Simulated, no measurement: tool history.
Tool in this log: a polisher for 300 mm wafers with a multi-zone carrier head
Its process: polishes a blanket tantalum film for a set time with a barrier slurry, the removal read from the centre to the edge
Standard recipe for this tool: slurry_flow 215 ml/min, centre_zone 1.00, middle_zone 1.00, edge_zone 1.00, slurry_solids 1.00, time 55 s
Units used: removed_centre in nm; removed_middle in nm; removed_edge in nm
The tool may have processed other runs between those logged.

run,hour,slurry_flow,centre_zone,middle_zone,edge_zone,slurry_solids,time,"incoming thickness of the incoming film, nm",removed_centre,removed_middle,removed_edge
1,0.0,215,1.00,1.00,1.00,1.00,55,312.9,109.1,104.6,103.6
2,26.6,215,1.00,1.00,1.00,1.00,55,314.5,107.7,104.0,102.0
3,43.8,215,1.00,1.00,1.00,1.00,55,305.5,109.0,101.7,102.6
4,77.1,215,1.00,1.00,1.00,1.00,55,317.1,106.8,105.7,102.7
5,161.8,215,1.00,1.00,1.00,1.00,55,307.0,108.6,103.0,103.5
6,190.2,215,1.00,1.00,1.00,1.00,55,310.7,106.8,103.5,101.2
7,218.5,215,1.00,1.00,1.00,1.00,55,306.5,111.0,103.6,103.0
8,243.2,175,1.00,1.00,1.00,1.00,55,311.8,106.9,103.3,98.9
9,259.3,175,1.00,1.00,1.00,1.00,55,309.4,105.4,100.3,101.3
10,290.0,215,1.00,1.04,1.00,1.00,55,309.1,108.9,106.0,99.7
11,316.4,215,1.05,0.93,1.00,1.00,55,312.4,109.8,97.6,102.9
12,337.4,165,1.00,0.97,1.00,1.25,55,308.5,104.9,103.4,103.6
13,363.8,215,1.00,1.00,1.00,1.00,55,308.0,102.8,102.5,102.6
14,390.1,275,0.94,1.03,1.00,1.00,39,313.9,74.0,77.2,74.3
15,411.6,235,1.00,1.00,0.94,1.10,47,306.8,94.3,91.2,87.6
16,428.2,175,1.00,1.00,1.00,1.00,55,313.1,103.1,101.7,99.6
17,450.6,240,1.12,1.00,1.00,1.00,55,314.1,121.2,103.3,102.2
18,468.2,190,1.00,1.00,1.00,1.00,55,310.0,107.1,101.9,100.0
19,483.6,215,1.00,1.00,1.00,1.00,55,310.4,108.6,105.1,103.0
20,512.6,215,1.00,1.00,1.00,1.00,62,310.8,121.4,116.8,114.7

Withheld: 9 entries from between the runs. Position of each, and hidden state at the listed run before versus the listed run after:
Run 3 -> run 4: edge zone pressure recalibrated (hour 51.2)
  deviation of the centre zone's pressure from its setpoint, %: 5.96 -> 6.36
  measured value less the no-hidden-state value, removed_centre: +6.2 -> +6.4 nm
Run 4 -> run 5: worn pad replaced by a new one (hour 111.4)
  deviation of the centre zone's pressure from its setpoint, %: 6.36 -> 7.05
  measured value less the no-hidden-state value, removed_centre: +6.4 -> +7.2 nm
Run 7 -> run 8: worn pad replaced by a new one (hour 227.6)
  deviation of the centre zone's pressure from its setpoint, %: 7.34 -> 7.43
  measured value less the no-hidden-state value, removed_centre: +7.6 -> +7.4 nm
Run 9 -> run 10: carrier head's membrane replaced by a new one (hour 289.5)
  deviation of the centre zone's pressure from its setpoint, %: 7.49 -> 7.57
  measured value less the no-hidden-state value, removed_centre: +7.4 -> +7.7 nm
Run 10 -> run 11: centre zone pressure recalibrated (hour 300.6)
  deviation of the centre zone's pressure from its setpoint, %: 7.57 -> 2.14
  measured value less the no-hidden-state value, removed_centre: +7.7 -> +2.3 nm
Run 11 -> run 12: worn pad replaced by a new one (hour 327.9); edge zone pressure recalibrated (hour 332.2)
  deviation of the centre zone's pressure from its setpoint, %: 2.14 -> 3.11
  measured value less the no-hidden-state value, removed_centre: +2.3 -> +3.2 nm
Run 12 -> run 13: slurry nozzle cleaned (hour 363.3)
  deviation of the centre zone's pressure from its setpoint, %: 3.11 -> 4.16
  measured value less the no-hidden-state value, removed_centre: +3.2 -> +4.1 nm
Run 16 -> run 17: worn pad replaced by a new one (hour 450.1)
  deviation of the centre zone's pressure from its setpoint, %: 6.04 -> 6.53
  measured value less the no-hidden-state value, removed_centre: +5.9 -> +7.4 nm
